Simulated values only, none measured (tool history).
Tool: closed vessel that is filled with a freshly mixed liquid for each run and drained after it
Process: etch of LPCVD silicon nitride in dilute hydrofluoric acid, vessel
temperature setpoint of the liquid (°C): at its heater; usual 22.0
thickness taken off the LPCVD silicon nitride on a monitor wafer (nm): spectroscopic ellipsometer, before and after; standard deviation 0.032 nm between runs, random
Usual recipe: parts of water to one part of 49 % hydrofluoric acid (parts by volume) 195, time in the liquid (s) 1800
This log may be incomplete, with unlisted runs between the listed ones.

run,hour,temperature setpoint of the liquid (°C),parts of water to one part of 49 % hydrofluoric acid (parts by volume),time in the liquid (s),"read-back film thickness of the LPCVD silicon nitride reference wafer, read on the same gauge (nm)",thickness taken off the LPCVD silicon nitride on a monitor wafer (nm)
1,0.0,22.0,195,2150,140.022,4.818
2,102.7,22.0,195,2150,140.022,4.785
3,160.9,22.0,195,2150,140.018,4.633
# hour 167.0: hydrofluoric acid flow meter replaced
4,255.2,22.0,195,1800,140.008,3.983
# hour 336.2: gauge calibrated
5,359.3,22.0,170,1800,140.000,4.543
6,395.5,22.0,170,1800,140.051,4.527
7,471.2,22.0,195,1800,139.957,3.937
8,567.2,22.0,195,1800,139.995,3.864
9,621.5,22.0,195,1800,140.017,3.826
# hour 655.5: hydrofluoric acid flow meter replaced
10,662.8,22.0,195,1800,140.034,4.011
11,746.0,22.0,195,2590,140.038,5.661
12,799.8,22.0,120,1800,139.976,6.218
13,899.9,22.0,195,1800,139.981,3.830
14,998.9,22.0,150,2620,139.964,7.137
15,1035.9,19.5,195,1800,139.995,3.235

Predict the results of run 16:
# hour 1217.9: hydrofluoric acid flow meter replaced
16,1329.6,23.5,135,1800,?,?

Run 16 measured read-back film thickness of the LPCVD silicon nitride reference wafer, read on the same gauge (nm) 140.014, thickness taken off the LPCVD silicon nitride on a monitor wafer (nm) 6.025.
Without the tool's hidden state the same run would have given thickness taken off the LPCVD silicon nitride on a monitor wafer (nm) 7.049.

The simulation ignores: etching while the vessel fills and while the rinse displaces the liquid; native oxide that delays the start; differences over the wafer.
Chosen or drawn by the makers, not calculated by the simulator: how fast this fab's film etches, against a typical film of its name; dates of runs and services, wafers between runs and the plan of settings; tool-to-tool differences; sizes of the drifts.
